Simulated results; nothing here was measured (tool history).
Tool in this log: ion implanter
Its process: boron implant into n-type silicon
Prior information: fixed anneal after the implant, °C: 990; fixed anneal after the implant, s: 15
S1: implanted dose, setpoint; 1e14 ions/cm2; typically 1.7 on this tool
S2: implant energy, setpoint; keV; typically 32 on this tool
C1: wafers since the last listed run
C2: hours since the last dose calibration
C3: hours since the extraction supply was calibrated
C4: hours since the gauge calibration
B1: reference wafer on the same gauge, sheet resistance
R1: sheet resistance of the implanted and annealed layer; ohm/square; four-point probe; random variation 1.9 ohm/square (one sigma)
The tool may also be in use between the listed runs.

run 1 hour=0 | S1=1.7 S2=32 | C1=0 C2=1081.1 C3=2858.7 C4=388.3 | B1=548.29 | R1=485.02
run 2 hour=60.8 | S1=1.7 S2=36 | C1=1151 C2=1141.9 C3=2919.5 C4=449.1 | B1=547.94 | R1=474.59
run 3 hour=130.5 | S1=1.7 S2=36 | C1=1319 C2=1211.6 C3=2989.2 C4=518.8 | B1=547.82 | R1=478.7
run 4 hour=228.7 | S1=1.7 S2=32 | C1=1859 C2=1309.8 C3=3087.4 C4=617 | B1=548.19 | R1=492.46
run 5 hour=267.9 | S1=1.7 S2=32 | C1=742 C2=1349 C3=3126.6 C4=656.2 | B1=548.92 | R1=490.16
run 6 hour=324.6 | S1=1.36 S2=32 | C1=1073 C2=1405.7 C3=3183.3 C4=712.9 | B1=548.46 | R1=576.02
run 7 hour=376.8 | S1=1.36 S2=32 | C1=988 C2=1457.9 C3=3235.5 C4=765.1 | B1=548.26 | R1=575.99
run 8 hour=422.6 | S1=1.7 S2=32 | C1=867 C2=1503.7 C3=3281.3 C4=810.9 | B1=548.41 | R1=491.58
run 9 hour=475.2 | S1=1.7 S2=32 | C1=995 C2=1556.3 C3=3333.9 C4=863.5 | B1=548.48 | R1=492.54
run 10 hour=523.2 | S1=1.7 S2=32 | C1=908 C2=1604.3 C3=3381.9 C4=911.5 | B1=549.26 | R1=494.3
-- hour=541.9 extraction supply calibrated
run 11 hour=551.7 | S1=1.7 S2=32 | C1=388 C2=1632.8 C3=9.8 C4=940 | B1=548.41 | R1=493.11
run 12 hour=587.4 | S1=1.7 S2=35.5 | C1=675 C2=1668.5 C3=45.5 C4=975.7 | B1=548.24 | R1=488.04
-- hour=759.5 Faraday cup replaced and dose calibrated
-- hour=783.4 gauge calibrated
run 13 hour=784.5 | S1=2.09 S2=32 | C1=3580 C2=25 C3=242.6 C4=1.1 | B1=546.86 | R1=411.69
run 14 hour=840.2 | S1=1.7 S2=24.5 | C1=1054 C2=80.7 C3=298.3 C4=56.8 | B1=548.32 | R1=493.84
run 15 hour=902.9 | S1=1.7 S2=32 | C1=1187 C2=143.4 C3=361 C4=119.5 | B1=547.47 | R1=476
run 16 hour=970.5 | S1=1.7 S2=32 | C1=1279 C2=211 C3=428.6 C4=187.1 | B1=547.9 | R1=476.3
run 17 hour=996.3 | S1=1.54 S2=36 | C1=488 C2=236.8 C3=454.4 C4=212.9 | B1=548.39 | R1=500.32
run 18 hour=1038 | S1=1.7 S2=32 | C1=789 C2=278.5 C3=496.1 C4=254.6 | B1=547.93 | R1=475.69
run 19 hour=1107.3 | S1=2.14 S2=25 | C1=1312 C2=347.8 C3=565.4 C4=323.9 | B1=548.39 | R1=420.42
run 20 hour=1150.2 | S1=1.7 S2=32 | C1=812 C2=390.7 C3=608.3 C4=366.8 | B1=548.25 | R1=480.55
run 21 hour=1181.6 | S1=1.94 S2=39.5 | C1=594 C2=422.1 C3=639.7 C4=398.2 | B1=548.14 | R1=421.73
run 22 hour=1208.6 | S1=1.35 S2=22 | C1=511 C2=449.1 C3=666.7 C4=425.2 | B1=547.68 | R1=599.45

Branching from run 22: 3 alternative next runs. What would each branch give?
run A hour=1209 | S1=1.7 S2=32 | C1=7 C2=449.5 C3=667.1 C4=425.6 | B1=? | R1=?
run B hour=1209 | S1=1.2 S2=35 | C1=7 C2=449.5 C3=667.1 C4=425.6 | B1=? | R1=?
run C hour=1209 | S1=2.07 S2=42.5 | C1=7 C2=449.5 C3=667.1 C4=425.6 | B1=? | R1=?

run=A B1=548.39 R1=477.58
run=B B1=548.39 R1=601.25
run=C B1=548.39 R1=398.21
Without the tool's hidden state the same runs would have given:
run=A R1=476.25
run=B R1=599.6
run=C R1=397.13
